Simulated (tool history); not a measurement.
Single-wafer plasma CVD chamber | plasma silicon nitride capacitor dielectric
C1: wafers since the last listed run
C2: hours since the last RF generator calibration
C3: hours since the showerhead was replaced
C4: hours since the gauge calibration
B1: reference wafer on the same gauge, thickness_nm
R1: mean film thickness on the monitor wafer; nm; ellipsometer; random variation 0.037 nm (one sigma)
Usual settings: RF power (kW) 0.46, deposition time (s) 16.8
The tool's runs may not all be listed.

Run 1, hour 0: usual settings; C1 0; C2 1971.2; C3 7171.3; C4 169.4; B1 23.803. Result: R1 23.674 nm.
Run 2, hour 32.5: usual settings; C1 489; C2 2003.7; C3 7203.8; C4 201.9; B1 23.791. Result: R1 23.734 nm.
Run 3, hour 52: usual settings; C1 293; C2 2023.2; C3 7223.3; C4 221.4; B1 23.798. Result: R1 23.73 nm.
Run 4, hour 80.3: usual settings but deposition time (s) 14.5; C1 426; C2 2051.5; C3 7251.6; C4 249.7; B1 23.804. Result: R1 20.449 nm.
Run 5, hour 106.9: usual settings but deposition time (s) 14.5; C1 400; C2 2078.1; C3 7278.2; C4 276.3; B1 23.806. Result: R1 20.47 nm.
Run 6, hour 120.8: usual settings but RF power (kW) 0.48; C1 209; C2 2092; C3 7292.1; C4 290.2; B1 23.803. Result: R1 23.963 nm.
Run 7, hour 148.3: usual settings; C1 414; C2 2119.5; C3 7319.6; C4 317.7; B1 23.799. Result: R1 23.722 nm.
Run 8, hour 194.4: usual settings but RF power (kW) 0.425, deposition time (s) 19.5; C1 694; C2 2165.6; C3 7365.7; C4 363.8; B1 23.802. Result: R1 26.991 nm.
Run 9, hour 212.8: usual settings but RF power (kW) 0.425, deposition time (s) 19.5; C1 277; C2 2184; C3 7384.1; C4 382.2; B1 23.801. Result: R1 26.968 nm.
At hour 237.7: gauge calibrated.
Run 10, hour 244.4: usual settings but RF power (kW) 0.425, deposition time (s) 19.5; C1 476; C2 2215.6; C3 7415.7; C4 6.7; B1 23.803. Result: R1 26.98 nm.
Run 11, hour 272.1: usual settings; C1 417; C2 2243.3; C3 7443.4; C4 34.4; B1 23.799. Result: R1 23.681 nm.
Run 12, hour 298.1: usual settings; C1 391; C2 2269.3; C3 7469.4; C4 60.4; B1 23.8. Result: R1 23.722 nm.
Run 13, hour 328.7: usual settings; C1 461; C2 2299.9; C3 7500; C4 91; B1 23.795. Result: R1 23.718 nm.
Run 14, hour 359.1: usual settings but RF power (kW) 0.425, deposition time (s) 19.5; C1 458; C2 2330.3; C3 7530.4; C4 121.4; B1 23.801. Result: R1 27.089 nm.
At hour 368.7: showerhead replaced.
Run 15, hour 387.7: usual settings but RF power (kW) 0.54, deposition time (s) 13.5; C1 310; C2 2358.9; C3 19; C4 150; B1 23.798. Result: R1 19.833 nm.
Run 16, hour 420.3: usual settings but RF power (kW) 0.37, deposition time (s) 18; C1 491; C2 2391.5; C3 51.6; C4 182.6; B1 23.804. Result: R1 24.083 nm.
At hour 432.1: RF generator calibrated.
Run 17, hour 440.2: usual settings but RF power (kW) 0.49, deposition time (s) 14.6; C1 179; C2 8.1; C3 71.5; C4 202.5; B1 23.797. Result: R1 21.586 nm.
Run 18, hour 461.9: usual settings but RF power (kW) 0.55, deposition time (s) 18.8; C1 326; C2 29.8; C3 93.2; C4 224.2; B1 23.804. Result: R1 28.592 nm.
Run 19, hour 497.4: usual settings but RF power (kW) 0.435, deposition time (s) 13.7; C1 534; C2 65.3; C3 128.7; C4 259.7; B1 23.81. Result: R1 19.593 nm.
Run 20, hour 521.8: usual settings but RF power (kW) 0.54, deposition time (s) 19; C1 367; C2 89.7; C3 153.1; C4 284.1; B1 23.799. Result: R1 28.684 nm.
Run 21, hour 549.2: usual settings but RF power (kW) 0.495; C1 412; C2 117.1; C3 180.5; C4 311.5; B1 23.801. Result: R1 24.712 nm.
Run 22, hour 568.3: usual settings but RF power (kW) 0.425, deposition time (s) 13.7; C1 287; C2 136.2; C3 199.6; C4 330.6; B1 23.8. Result: R1 19.452 nm.
Run 23, hour 591.6: usual settings but deposition time (s) 14.8; C1 351; C2 159.5; C3 222.9; C4 353.9; B1 23.794. Result: R1 21.427 nm.
Run 24, hour 615: usual settings; C1 352; C2 182.9; C3 246.3; C4 377.3; B1 23.803. Result: R1 24.299 nm.
At hour 628.3: gauge calibrated.
Run 25, hour 634.5: usual settings but RF power (kW) 0.485, deposition time (s) 19.8; C1 293; C2 202.4; C3 265.8; C4 6.2; B1 23.802. Result: R1 29.091 nm.

Forecast each of these 4 alternatives for the next run:
Run A, hour 634.9: usual settings; C1 6; C2 202.8; C3 266.2; C4 6.6; B1 ?. Result: R1 ?.
Run B, hour 634.9: usual settings but RF power (kW) 0.4, deposition time (s) 17.7; C1 6; C2 202.8; C3 266.2; C4 6.6; B1 ?. Result: R1 ?.
Run C, hour 634.9: usual settings but RF power (kW) 0.52, deposition time (s) 13.5; C1 6; C2 202.8; C3 266.2; C4 6.6; B1 ?. Result: R1 ?.
Run D, hour 634.9: usual settings but RF power (kW) 0.375; C1 6; C2 202.8; C3 266.2; C4 6.6; B1 ?. Result: R1 ?.

run      B1      R1
  A  23.801  24.295
  B  23.801  24.716
  C  23.801  20.144
  D  23.801   23.09
Without the tool's hidden state the same runs would have given:
run      R1
  A  24.432
  B  24.856
  C  20.258
  D   23.22

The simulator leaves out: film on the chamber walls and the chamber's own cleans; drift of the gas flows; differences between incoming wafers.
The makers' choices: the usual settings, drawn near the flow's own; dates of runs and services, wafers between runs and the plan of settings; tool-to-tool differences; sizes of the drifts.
